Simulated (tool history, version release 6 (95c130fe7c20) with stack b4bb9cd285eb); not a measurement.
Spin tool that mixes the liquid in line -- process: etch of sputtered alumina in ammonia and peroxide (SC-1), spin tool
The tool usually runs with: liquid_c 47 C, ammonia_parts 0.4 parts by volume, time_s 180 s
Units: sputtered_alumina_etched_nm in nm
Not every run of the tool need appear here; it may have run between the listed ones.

| run | hour | liquid_c | ammonia_parts | time_s | wafers since the last listed run | hours since the thermometer was replaced | hours since the ammonia flow meter was replaced | hours since the heated supply line was repaired | hours since the drum of ammonia solution was connected | hours since the gauge calibration | read-back film thickness of the sputtered alumina reference wafer, read on the same gauge (nm) | sputtered_alumina_etched_nm |
|---|---|---|---|---|---|---|---|---|---|---|---|---|
| 1 | 0 | 47 | 0.5 | 180 | 0 | 2081.7 | 1736.4 | 3366.6 | 324.7 | 91.8 | 70.01 | 8.65 |
| 2 | 16.6 | 47 | 0.5 | 180 | 108 | 2098.3 | 1753 | 3383.2 | 341.3 | 108.4 | 70 | 8.66 |
| 3 | 31.4 | 47 | 0.4 | 180 | 96 | 2113.1 | 1767.8 | 3398 | 356.1 | 123.2 | 69.94 | 8.42 |
| 4 | 41.6 | 47 | 0.4 | 180 | 66 | 2123.3 | 1778 | 3408.2 | 366.3 | 133.4 | 69.97 | 8.44 |
| 5 | 53.7 | 47 | 0.4 | 180 | 79 | 2135.4 | 1790.1 | 3420.3 | 378.4 | 145.5 | 70.02 | 8.42 |
|  | 74.4 | thermometer replaced |
| 6 | 84.3 | 47 | 0.4 | 180 | 193 | 9.9 | 1820.7 | 3450.9 | 409 | 176.1 | 69.96 | 9.59 |
|  | 87.7 | new drum of ammonia solution connected |
|  | 99.3 | heated supply line repaired |
| 7 | 99.8 | 47 | 0.4 | 180 | 88 | 25.4 | 1836.2 | 0.5 | 12.1 | 191.6 | 70.02 | 11.84 |
| 8 | 112.5 | 47 | 0.4 | 180 | 82 | 38.1 | 1848.9 | 13.2 | 24.8 | 204.3 | 69.99 | 11.78 |
| 9 | 121.3 | 47 | 0.4 | 180 | 57 | 46.9 | 1857.7 | 22 | 33.6 | 213.1 | 70.03 | 11.88 |
| 10 | 127.8 | 47 | 0.3 | 265 | 42 | 53.4 | 1864.2 | 28.5 | 40.1 | 219.6 | 69.98 | 16.95 |
|  | 136.3 | ammonia flow meter replaced |
| 11 | 136.8 | 47 | 0.4 | 245 | 52 | 62.4 | 0.5 | 37.5 | 49.1 | 228.6 | 70.03 | 16 |
| 12 | 152.4 | 44 | 0.25 | 150 | 101 | 78 | 16.1 | 53.1 | 64.7 | 244.2 | 69.98 | 7.93 |
|  | 154.4 | gauge calibrated |
| 13 | 170.1 | 54 | 0.55 | 180 | 115 | 95.7 | 33.8 | 70.8 | 82.4 | 15.7 | 70.01 | 17.78 |
| 14 | 176.8 | 42.5 | 0.5 | 125 | 43 | 102.4 | 40.5 | 77.5 | 89.1 | 22.4 | 69.97 | 6.45 |
| 15 | 191.3 | 40.5 | 0.55 | 180 | 94 | 116.9 | 55 | 92 | 103.6 | 36.9 | 70.01 | 8.27 |
| 16 | 204.2 | 47 | 0.4 | 180 | 84 | 129.8 | 67.9 | 104.9 | 116.5 | 49.8 | 70.03 | 11.68 |

Results per run with the tool's hidden condition removed, run-to-run variation unchanged:
Hidden state at play: liquid colder than its thermometer reads (K); ammonia flow above the setpoint (%); temperature lost on the way to the wafer (K); ammonia solution weaker than its label (%); gauge reads high (%).
| run | sputtered_alumina_etched_nm |
|---|---|
| 1 | 12.63 |
| 2 | 12.67 |
| 3 | 12.34 |
| 4 | 12.39 |
| 5 | 12.38 |
| 6 | 12.39 |
| 7 | 12.34 |
| 8 | 12.29 |
| 9 | 12.41 |
| 10 | 17.73 |
| 11 | 16.75 |
| 12 | 8.33 |
| 13 | 18.65 |
| 14 | 6.8 |
| 15 | 8.74 |
| 16 | 12.33 |
